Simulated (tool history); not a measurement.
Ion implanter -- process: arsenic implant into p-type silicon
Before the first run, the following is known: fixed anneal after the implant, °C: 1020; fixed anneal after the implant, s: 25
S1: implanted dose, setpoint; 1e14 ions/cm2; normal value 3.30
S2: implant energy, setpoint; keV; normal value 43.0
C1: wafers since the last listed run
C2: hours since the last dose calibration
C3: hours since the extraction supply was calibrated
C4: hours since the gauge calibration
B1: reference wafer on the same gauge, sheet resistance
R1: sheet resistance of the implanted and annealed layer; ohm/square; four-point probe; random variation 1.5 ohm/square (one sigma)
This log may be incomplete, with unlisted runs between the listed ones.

run	day	S1	S2	C1	C2	C3	C4	B1	R1
1	0.000	3.30	53.5	0	1968.9	2082.7	362.4	289.20	257.62
2	1.421	3.30	43.0	564	2003.0	2116.8	396.5	289.07	262.44
3	2.433	3.30	43.0	402	2027.3	2141.1	420.8	288.52	262.12
4	3.738	3.30	43.0	517	2058.6	2172.4	452.1	288.91	265.39
5	5.067	3.30	43.0	527	2090.5	2204.3	484.0	289.31	267.70
6	5.733	3.30	43.0	264	2106.5	2220.3	500.0	289.73	265.26
7	6.242	3.30	43.0	201	2118.7	2232.5	512.2	289.98	265.22
8	7.658	3.30	43.0	562	2152.7	2266.5	546.2	289.41	263.13
# day 9.379: extraction supply calibrated
9	9.400	3.30	43.0	559	2194.5	0.5	588.0	289.40	267.02
10	10.221	3.30	43.0	325	2214.2	20.2	607.7	289.83	263.66
11	11.096	4.11	48.5	347	2235.2	41.2	628.7	289.58	221.94
# day 11.733: gauge calibrated
# day 12.696: Faraday cup replaced and dose calibrated
12	12.717	3.30	43.0	511	0.5	80.1	23.6	281.22	259.38
13	13.842	2.72	48.5	446	27.5	107.1	50.6	282.01	295.94

Run 14 comes next. What will it give?
14	15.300	3.30	53.5	579	62.5	142.1	85.6	?	?

{"run 14": {"B1": 283.16, "R1": 253.62}}
Take away the tool's hidden state, keep the run-to-run variation as it was, and the same run would have given R1 251.56 ohm/square.
